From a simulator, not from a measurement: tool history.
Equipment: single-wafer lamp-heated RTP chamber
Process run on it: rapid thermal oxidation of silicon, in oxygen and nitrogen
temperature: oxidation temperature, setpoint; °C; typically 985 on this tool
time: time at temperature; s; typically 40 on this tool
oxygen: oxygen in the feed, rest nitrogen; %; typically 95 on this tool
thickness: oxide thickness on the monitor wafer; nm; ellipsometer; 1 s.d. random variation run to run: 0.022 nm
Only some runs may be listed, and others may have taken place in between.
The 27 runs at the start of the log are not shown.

| run | day | temperature | time | oxygen | wafers since the last listed run | wafers since the last pyrometer calibration | hours since the oxygen flow controller was replaced | hours since the gauge calibration | read-back reference wafer on the same gauge, thickness | thickness |
|---|---|---|---|---|---|---|---|---|---|---|
| 28 | 56.962 | 997 | 40 | 98 | 1016 | 6407 | 278.2 | 661.2 | 5.116 | 5.284 |
| 29 | 58.558 | 985 | 58 | 98 | 594 | 7001 | 316.5 | 699.5 | 5.124 | 5.686 |
|  | 60.458 | pyrometer window cleaned and pyrometer calibrated |
| 30 | 61.042 | 960 | 24 | 85 | 800 | 217 | 376.1 | 759.1 | 5.117 | 3.133 |
| 31 | 63.417 | 962 | 21 | 98 | 884 | 1101 | 433.1 | 816.1 | 5.113 | 3.194 |
| 32 | 66.004 | 965 | 51 | 98 | 963 | 2065 | 495.2 | 878.2 | 5.118 | 4.524 |
| 33 | 67.229 | 985 | 40 | 95 | 456 | 2521 | 524.6 | 907.6 | 5.114 | 4.71 |
| 34 | 70.121 | 985 | 35 | 95 | 1076 | 3598 | 594 | 977 | 5.126 | 4.476 |
| 35 | 72.671 | 999 | 40 | 98 | 949 | 4547 | 655.2 | 1038.2 | 5.123 | 5.26 |
| 36 | 73.721 | 985 | 27 | 66 | 391 | 4938 | 680.4 | 1063.4 | 5.113 | 3.645 |
| 37 | 76.538 | 985 | 40 | 74 | 1048 | 5987 | 748 | 1131 | 5.122 | 4.399 |
| 38 | 79.283 | 995 | 57 | 86 | 1022 | 7010 | 813.9 | 1196.9 | 5.124 | 5.762 |
|  | 80.392 | pyrometer window cleaned and pyrometer calibrated |
| 39 | 80.758 | 999 | 40 | 98 | 425 | 136 | 849.3 | 1232.3 | 5.118 | 5.116 |

Here are 3 independent what-if runs from the current tool condition. What would each one return?
| A | 80.775 | 985 | 40 | 82 | 6 | 142 | 849.7 | 1232.7 | ? | ? |
| B | 80.775 | 959 | 40 | 98 | 6 | 142 | 849.7 | 1232.7 | ? | ? |
| C | 80.775 | 972 | 32 | 76 | 6 | 142 | 849.7 | 1232.7 | ? | ? |

| run | read-back reference wafer on the same gauge, thickness | thickness |
|---|---|---|
| A | 5.12 | 4.388 |
| B | 5.12 | 3.884 |
| C | 5.12 | 3.614 |
What these runs would have given with no unlogged condition in the tool:
| run | thickness |
|---|---|
| A | 4.363 |
| B | 3.863 |
| C | 3.595 |
